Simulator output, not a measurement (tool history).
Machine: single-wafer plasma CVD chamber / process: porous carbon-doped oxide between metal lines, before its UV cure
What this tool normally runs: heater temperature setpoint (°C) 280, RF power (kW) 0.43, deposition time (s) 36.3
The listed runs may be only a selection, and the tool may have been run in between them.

run   hour  heater temperature setpoint (°C)  RF power (kW)  deposition time (s)  read-back reference wafer on the same gauge, thickness_nm  mean film thickness on the monitor wafer (nm)
  1      0                               280           0.43                 36.3                                                    182.959                                        191.768
  2   45.7                               280           0.43                 36.3                                                    182.849                                        191.389
  3    115                               280           0.43                 36.3                                                    182.923                                        190.994
  4  167.6                               280           0.43                 36.3                                                    182.993                                        192.354
  5  219.5                               280          0.405                 36.3                                                    182.918                                        181.172
  6  245.7                               280          0.405                 36.3                                                    182.782                                        182.219
  7  279.4                               280           0.43                 36.3                                                    183.075                                         190.82
  8  321.4                               276           0.43                 36.3                                                    183.222                                        195.994
  9  355.1                               280           0.43                 36.3                                                    183.061                                        192.747
 10  415.3                               280           0.43                 36.3                                                     182.76                                        189.339
 11  445.9                               284           0.43                 36.3                                                    182.797                                        185.979
 12  502.3                               284           0.43                 36.3                                                    182.925                                        188.324
     531.6  -- showerhead replaced, of another model than before
 13  555.6                               284           0.43                 36.3                                                    183.104                                         189.91
 14  628.2                               273           0.43                 38.7                                                    182.787                                        212.118
     629.4  -- gauge calibrated
 15  667.2                               273           0.43                 38.7                                                    183.105                                        214.431
 16  736.3                               273           0.43                 38.7                                                    183.055                                        214.252
 17  806.3                               280           0.43                 36.3                                                    183.224                                        192.965

For run 18, what comes out?
 18  867.7                               286          0.495                 41.3                                                          ?                                              ?

{"run 18": {"read-back reference wafer on the same gauge, thickness_nm": 182.99, "mean film thickness on the monitor wafer (nm)": 230.284}}
On a tool with no hidden condition, and with the same random variation, this run would have come out at mean film thickness on the monitor wafer (nm) 234.546.
